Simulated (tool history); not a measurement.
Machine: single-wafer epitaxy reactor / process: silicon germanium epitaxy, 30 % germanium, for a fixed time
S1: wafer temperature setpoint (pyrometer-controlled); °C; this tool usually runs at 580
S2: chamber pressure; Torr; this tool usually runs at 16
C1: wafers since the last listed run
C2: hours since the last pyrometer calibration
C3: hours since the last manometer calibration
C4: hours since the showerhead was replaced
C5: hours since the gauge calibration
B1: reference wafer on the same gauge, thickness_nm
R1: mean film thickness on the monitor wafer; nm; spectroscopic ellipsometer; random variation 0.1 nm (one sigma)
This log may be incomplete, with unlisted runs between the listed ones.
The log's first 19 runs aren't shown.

Run 20, hour 1587.2: usual settings but S1 589 °C; C1 1209; C2 532.2; C3 650.3; C4 5786.7; C5 719.2; B1 37.593. Result: R1 47.205 nm.
Run 21, hour 1644.5: usual settings; C1 1180; C2 589.5; C3 707.6; C4 5844; C5 776.5; B1 37.602. Result: R1 38.917 nm.
At hour 1697.5: showerhead replaced.
Run 22, hour 1751.9: usual settings but S1 574 °C, S2 19.3 Torr; C1 2048; C2 696.9; C3 815; C4 54.4; C5 883.9; B1 37.61. Result: R1 37.052 nm.
Run 23, hour 1792: usual settings but S1 573 °C, S2 19.7 Torr; C1 826; C2 737; C3 855.1; C4 94.5; C5 924; B1 37.621. Result: R1 36.531 nm.
Run 24, hour 1842.3: usual settings but S1 594 °C; C1 1036; C2 787.3; C3 905.4; C4 144.8; C5 974.3; B1 37.605. Result: R1 52.588 nm.
Run 25, hour 1878.5: usual settings but S1 573 °C; C1 745; C2 823.5; C3 941.6; C4 181; C5 1010.5; B1 37.601. Result: R1 33.012 nm.
At hour 1928: capacitance manometer re-zeroed and calibrated.
Run 26, hour 2202.5: usual settings; C1 6511; C2 1147.5; C3 274.5; C4 505; C5 1334.5; B1 37.604. Result: R1 38.649 nm.
Run 27, hour 2247.8: usual settings but S1 570 °C, S2 17.9 Torr; C1 933; C2 1192.8; C3 319.8; C4 550.3; C5 1379.8; B1 37.598. Result: R1 32.519 nm.
Run 28, hour 2335.6: usual settings but S1 570 °C, S2 12.2 Torr; C1 1809; C2 1280.6; C3 407.6; C4 638.1; C5 1467.6; B1 37.587. Result: R1 27.183 nm.
Run 29, hour 2593.5: usual settings but S1 586 °C, S2 15 Torr; C1 5313; C2 1538.5; C3 665.5; C4 896; C5 1725.5; B1 37.582. Result: R1 42.623 nm.
Run 30, hour 2651.9: usual settings but S1 592 °C, S2 19.1 Torr; C1 1203; C2 1596.9; C3 723.9; C4 954.4; C5 1783.9; B1 37.598. Result: R1 54.121 nm.

4 ways to go on from here, each from the tool as it stands after run 30. What would each give?
Run A, hour 2652.3: usual settings but S1 571 °C; C1 8; C2 1597.3; C3 724.3; C4 954.8; C5 1784.3; B1 ?. Result: R1 ?.
Run B, hour 2652.3: usual settings but S1 584 °C; C1 8; C2 1597.3; C3 724.3; C4 954.8; C5 1784.3; B1 ?. Result: R1 ?.
Run C, hour 2652.3: usual settings but S1 572 °C; C1 8; C2 1597.3; C3 724.3; C4 954.8; C5 1784.3; B1 ?. Result: R1 ?.
Run D, hour 2652.3: usual settings but S1 567 °C, S2 19.5 Torr; C1 8; C2 1597.3; C3 724.3; C4 954.8; C5 1784.3; B1 ?. Result: R1 ?.

run      B1      R1
  A  37.612   31.49
  B  37.612   41.93
  C  37.612  32.202
  D  37.612  31.536
Without the tool's unlogged condition, the same runs would have read:
run      R1
  A  32.293
  B  42.962
  C  33.022
  D   32.35

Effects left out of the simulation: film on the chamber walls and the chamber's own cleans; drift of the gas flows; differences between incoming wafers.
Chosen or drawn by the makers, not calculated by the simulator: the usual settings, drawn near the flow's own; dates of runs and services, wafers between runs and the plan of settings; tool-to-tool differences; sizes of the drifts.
